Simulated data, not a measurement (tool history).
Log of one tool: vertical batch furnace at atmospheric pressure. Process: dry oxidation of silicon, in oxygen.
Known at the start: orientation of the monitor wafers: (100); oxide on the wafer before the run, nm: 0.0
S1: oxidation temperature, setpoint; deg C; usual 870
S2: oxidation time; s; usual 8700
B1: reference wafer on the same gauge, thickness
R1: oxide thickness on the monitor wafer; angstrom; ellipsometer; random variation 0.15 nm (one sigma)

Run 1, hour 0.0: usual settings but S1 890 deg C; B1 27.93. Result: R1 347.2 angstrom.
Run 2, hour 23.0: usual settings; B1 28.05. Result: R1 282.6 angstrom.
Run 3, hour 38.6: usual settings; B1 28.04. Result: R1 280.8 angstrom.
Run 4, hour 63.7: usual settings; B1 28.03. Result: R1 278.2 angstrom.
Run 5, hour 78.9: usual settings but S1 888 deg C; B1 27.98. Result: R1 338.2 angstrom.
Run 6, hour 101.7: usual settings but S1 888 deg C; B1 27.99. Result: R1 336.4 angstrom.
Run 7, hour 116.1: usual settings but S2 11880 s; B1 28.04. Result: R1 345.4 angstrom.
Run 8, hour 143.3: usual settings but S2 11880 s; B1 28.04. Result: R1 343.9 angstrom.
Run 9, hour 166.2: usual settings; B1 27.95. Result: R1 281.9 angstrom.
Run 10, hour 185.0: usual settings; B1 27.93. Result: R1 282.9 angstrom.
Run 11, hour 195.0: usual settings; B1 28.08. Result: R1 280.1 angstrom.
Run 12, hour 207.1: usual settings; B1 27.98. Result: R1 280.2 angstrom.
Run 13, hour 223.4: usual settings; B1 28.02. Result: R1 280.5 angstrom.
Run 14, hour 245.7: usual settings but S1 849 deg C; B1 28.04. Result: R1 221.4 angstrom.
Run 15, hour 258.0: usual settings but S2 10230 s; B1 28.04. Result: R1 312.2 angstrom.
Run 16, hour 282.6: usual settings but S1 888 deg C, S2 7140 s; B1 28.03. Result: R1 296.6 angstrom.
Run 17, hour 308.4: usual settings but S1 883 deg C, S2 11460 s; B1 28.00. Result: R1 386.6 angstrom.
Run 18, hour 321.9: usual settings; B1 28.05. Result: R1 278.2 angstrom.
Run 19, hour 348.9: usual settings but S1 862 deg C; B1 28.09. Result: R1 255.9 angstrom.
Run 20, hour 382.4: usual settings but S1 846 deg C, S2 5850 s; B1 28.00. Result: R1 165.2 angstrom.
Run 21, hour 399.4: usual settings; B1 28.04. Result: R1 279.3 angstrom.
Run 22, hour 419.5: usual settings but S1 894 deg C; B1 28.01. Result: R1 363.7 angstrom.
Run 23, hour 443.3: usual settings but S1 863 deg C, S2 7140 s; B1 28.00. Result: R1 227.7 angstrom.
Run 24, hour 453.3: usual settings but S1 846 deg C; B1 27.96. Result: R1 215.3 angstrom.
Run 25, hour 474.3: usual settings but S2 4440 s; B1 28.00. Result: R1 178.2 angstrom.
Run 26, hour 483.9: usual settings but S1 851 deg C, S2 10380 s; B1 28.00. Result: R1 256.1 angstrom.

Not shown: 3 entries that the log had between the listed runs. Between which runs, and how does the tool's hidden state differ before and after?
Between runs 17 and 18: gauge calibrated (hour 309.0)
  no hidden state differs between the two runs
Between runs 19 and 20: thermocouples replaced and temperature profile calibrated (hour 376.5); boat lift adjusted (hour 381.9)
  no hidden state differs between the two runs

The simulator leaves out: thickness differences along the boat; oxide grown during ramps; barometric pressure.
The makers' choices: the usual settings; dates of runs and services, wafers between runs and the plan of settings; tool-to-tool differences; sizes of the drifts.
